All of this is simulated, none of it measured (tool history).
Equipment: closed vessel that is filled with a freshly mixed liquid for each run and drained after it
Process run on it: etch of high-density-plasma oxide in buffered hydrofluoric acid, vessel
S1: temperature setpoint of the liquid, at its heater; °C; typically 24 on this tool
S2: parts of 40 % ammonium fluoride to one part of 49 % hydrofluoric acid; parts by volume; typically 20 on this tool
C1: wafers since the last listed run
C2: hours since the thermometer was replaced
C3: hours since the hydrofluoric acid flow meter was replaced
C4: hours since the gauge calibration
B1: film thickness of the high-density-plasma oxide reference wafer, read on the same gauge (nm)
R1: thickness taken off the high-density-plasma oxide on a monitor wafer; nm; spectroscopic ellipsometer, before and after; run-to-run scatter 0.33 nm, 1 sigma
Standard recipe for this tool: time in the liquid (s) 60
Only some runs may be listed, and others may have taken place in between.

run 1 hour=0 | S1=24 S2=20 time_in_the_liquid_(s)=70 | C1=0 C2=155 C3=1456.8 C4=1602.8 | B1=130 | R1=64.89
run 2 hour=75.6 | S1=24 S2=20 time_in_the_liquid_(s)=70 | C1=10931 C2=230.6 C3=1532.4 C4=1678.4 | B1=130 | R1=65.34
run 3 hour=170.1 | S1=24 S2=20 time_in_the_liquid_(s)=70 | C1=13664 C2=325.1 C3=1626.9 C4=1772.9 | B1=130 | R1=64.8
-- hour=175.4 hydrofluoric acid flow meter replaced
run 4 hour=212.1 | S1=24 S2=20 time_in_the_liquid_(s)=60 | C1=5928 C2=367.1 C3=36.7 C4=1814.9 | B1=130.05 | R1=56.19
run 5 hour=287.1 | S1=24 S2=20 time_in_the_liquid_(s)=60 | C1=10844 C2=442.1 C3=111.7 C4=1889.9 | B1=129.99 | R1=55.65
run 6 hour=370.5 | S1=24 S2=20 time_in_the_liquid_(s)=60 | C1=12059 C2=525.5 C3=195.1 C4=1973.3 | B1=130 | R1=56.15
run 7 hour=406.6 | S1=24 S2=20 time_in_the_liquid_(s)=60 | C1=5219 C2=561.6 C3=231.2 C4=2009.4 | B1=130.02 | R1=55.54
run 8 hour=498.7 | S1=24 S2=20 time_in_the_liquid_(s)=60 | C1=13317 C2=653.7 C3=323.3 C4=2101.5 | B1=129.98 | R1=56.01
-- hour=514 gauge calibrated
run 9 hour=567.9 | S1=24 S2=20 time_in_the_liquid_(s)=60 | C1=10006 C2=722.9 C3=392.5 C4=53.9 | B1=129.99 | R1=55.88
run 10 hour=624.5 | S1=24 S2=20 time_in_the_liquid_(s)=60 | C1=8184 C2=779.5 C3=449.1 C4=110.5 | B1=129.98 | R1=56.52
run 11 hour=664.1 | S1=24 S2=17.5 time_in_the_liquid_(s)=60 | C1=5726 C2=819.1 C3=488.7 C4=150.1 | B1=130.02 | R1=63.91
run 12 hour=703.2 | S1=24 S2=12.5 time_in_the_liquid_(s)=60 | C1=5653 C2=858.2 C3=527.8 C4=189.2 | B1=130 | R1=88.83
run 13 hour=769 | S1=21.5 S2=20 time_in_the_liquid_(s)=70 | C1=9514 C2=924 C3=593.6 C4=255 | B1=130 | R1=57.06
run 14 hour=823.1 | S1=22 S2=20 time_in_the_liquid_(s)=85 | C1=7822 C2=978.1 C3=647.7 C4=309.1 | B1=130.02 | R1=70.7
run 15 hour=873.2 | S1=19 S2=20 time_in_the_liquid_(s)=45 | C1=7244 C2=1028.2 C3=697.8 C4=359.2 | B1=130.03 | R1=31.66
run 16 hour=917.9 | S1=21.5 S2=20 time_in_the_liquid_(s)=70 | C1=6463 C2=1072.9 C3=742.5 C4=403.9 | B1=129.98 | R1=57.12

What does the tool deliver on the next run?
run 17 hour=963.5 | S1=26 S2=12.5 time_in_the_liquid_(s)=70 | C1=6593 C2=1118.5 C3=788.1 C4=449.5 | B1=? | R1=?

Run 17 came out at B1 130.03, R1 116.74 nm.
The same run, on a tool lacking any hidden state, would have yielded R1 116.74 nm.
